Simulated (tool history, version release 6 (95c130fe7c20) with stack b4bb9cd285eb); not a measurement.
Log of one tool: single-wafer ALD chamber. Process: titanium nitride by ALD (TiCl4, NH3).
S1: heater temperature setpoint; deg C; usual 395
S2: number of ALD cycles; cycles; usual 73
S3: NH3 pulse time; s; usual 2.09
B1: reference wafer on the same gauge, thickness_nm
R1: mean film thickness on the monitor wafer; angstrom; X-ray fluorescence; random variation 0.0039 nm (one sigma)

run	hour	S1	S2	S3	B1	R1
1	0.0	395	67	1.92	1.521	14.28
2	173.1	395	67	1.92	1.521	14.18
3	232.0	395	73	2.35	1.520	15.65
4	298.4	395	73	2.09	1.520	15.53
5	360.3	395	73	2.09	1.520	15.61
# hour 387.7: gauge calibrated
6	408.6	387	73	2.09	1.520	15.48
7	463.6	395	73	2.09	1.520	15.49
# hour 477.8: thermocouple changed; heater temperature recalibrated
8	530.5	395	81	2.09	1.521	17.22
9	622.0	395	73	2.09	1.521	15.61
10	686.2	395	73	2.09	1.521	15.59

The next listed run, before its measurement:
11	718.7	395	73	2.09	?	?

Run 11 gave B1 1.521, R1 15.60 angstrom.
Without the tool's hidden state the same run would have given R1 15.60 angstrom.

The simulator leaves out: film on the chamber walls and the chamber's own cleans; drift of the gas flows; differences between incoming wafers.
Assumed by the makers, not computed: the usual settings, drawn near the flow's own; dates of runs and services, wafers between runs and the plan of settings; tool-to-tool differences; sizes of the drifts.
